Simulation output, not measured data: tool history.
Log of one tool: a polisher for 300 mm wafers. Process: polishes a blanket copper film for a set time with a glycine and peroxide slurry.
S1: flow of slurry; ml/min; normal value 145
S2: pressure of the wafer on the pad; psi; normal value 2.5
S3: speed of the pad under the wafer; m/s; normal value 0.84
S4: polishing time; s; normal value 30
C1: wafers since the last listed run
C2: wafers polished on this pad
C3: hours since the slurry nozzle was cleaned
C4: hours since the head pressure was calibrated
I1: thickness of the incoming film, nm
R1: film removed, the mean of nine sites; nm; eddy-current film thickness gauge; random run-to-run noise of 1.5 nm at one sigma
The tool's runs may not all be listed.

run,day,S1,S2,S3,S4,C1,C2,C3,C4,I1,R1
1,0.000,145,2.5,0.84,30,0,1054,875.1,292.0,1886.7,134.0
2,0.496,160,2.8,0.84,30,162,1217,887.0,303.9,1885.3,149.3
3,1.212,145,2.5,1.04,30,235,1453,904.2,321.1,1941.3,153.5
4,1.608,145,2.5,1.04,30,130,1583,913.7,330.6,1902.1,152.9
# day 1.846: slurry nozzle cleaned
# day 2.750: worn pad replaced by a new one
5,3.583,145,2.5,1.04,30,580,273,41.7,378.0,1929.6,155.0
6,4.167,145,2.1,0.84,30,191,465,55.7,392.0,1925.7,125.5
7,4.433,145,2.1,0.84,30,87,552,62.1,398.4,1888.1,122.7
8,4.954,145,2.1,0.84,30,171,724,74.6,410.9,1904.8,125.9
9,5.592,145,2.5,0.84,30,209,933,89.9,426.2,1917.9,139.5
10,5.933,115,2.5,0.84,30,112,1045,98.1,434.4,1927.5,130.0
11,6.642,115,2.5,0.84,30,232,1278,115.1,451.4,1919.9,130.5
12,6.967,115,2.5,0.84,30,106,1385,122.9,459.2,1947.4,131.8
13,7.612,145,2.5,0.84,30,212,1597,138.4,474.7,1943.0,138.8
14,7.867,195,2.5,0.84,35,83,1681,144.5,480.8,1937.7,165.9
15,8.233,145,2.5,0.64,30,120,1801,153.3,489.6,1896.5,122.2
# day 8.675: worn pad replaced by a new one
16,8.775,145,2.5,0.84,30,123,32,166.3,502.6,1932.3,135.7
# day 8.983: head pressure recalibrated
17,9.212,145,2.5,0.84,30,116,148,176.8,5.5,1916.7,137.8
18,9.504,120,2.5,1.00,30,95,244,183.8,12.5,1890.0,145.3
19,10.129,145,2.0,0.84,27,205,449,198.8,27.5,1919.6,110.3
20,10.542,145,2.5,0.84,30,135,585,208.7,37.4,1926.5,140.6
21,10.971,130,2.1,1.08,30,141,726,219.0,47.7,1924.2,136.8
22,11.638,115,2.1,0.62,26,219,945,235.0,63.7,1922.6,90.9
23,11.917,130,3.0,0.66,38,91,1037,241.7,70.4,1939.7,171.3
24,12.204,145,2.8,0.76,30,94,1131,248.6,77.3,1891.3,140.1
25,12.717,145,2.8,0.76,30,168,1300,260.9,89.6,1882.0,140.1
26,13.446,145,2.5,0.96,30,239,1539,278.4,107.1,1942.4,148.9
27,13.792,145,2.5,0.84,30,113,1653,286.7,115.4,1927.8,139.3
# day 14.104: worn pad replaced by a new one
28,14.433,145,3.2,0.84,30,156,107,302.1,130.8,1920.6,164.9
29,14.829,145,3.3,1.02,40,130,237,311.6,140.3,1921.1,243.2
30,15.212,145,2.5,0.84,30,125,363,320.8,149.5,1914.2,136.8
31,15.742,145,3.4,0.84,30,173,537,333.5,162.2,1920.8,167.4
32,16.071,105,1.7,0.94,22,108,645,341.4,170.1,1893.3,77.8
33,16.396,145,1.6,0.84,34,106,752,349.2,177.9,1901.2,122.3
34,16.700,175,2.7,0.84,30,99,852,356.5,185.2,1905.9,151.1
35,17.329,115,3.0,1.06,26,206,1059,371.6,200.3,1914.4,143.4
36,18.058,145,3.4,0.54,24,239,1298,389.1,217.8,1914.6,110.8
# day 19.988: worn pad replaced by a new one
37,20.008,105,2.5,0.84,30,586,7,435.9,264.6,1930.2,129.5

What if the next run were any one of these 4? Each begins from the tool's condition after run 37:
A,20.025,145,2.8,0.84,30,5,12,436.3,265.0,1894.3,?
B,20.025,145,2.5,0.84,37,5,12,436.3,265.0,1894.3,?
C,20.025,145,1.6,0.54,30,5,12,436.3,265.0,1894.3,?
D,20.025,145,2.5,0.84,38,5,12,436.3,265.0,1894.3,?

run,R1
A,149.6
B,171.7
C,91.6
D,176.4
What these runs would have given with no unlogged condition in the tool:
run,R1
A,149.6
B,171.7
C,91.6
D,176.4
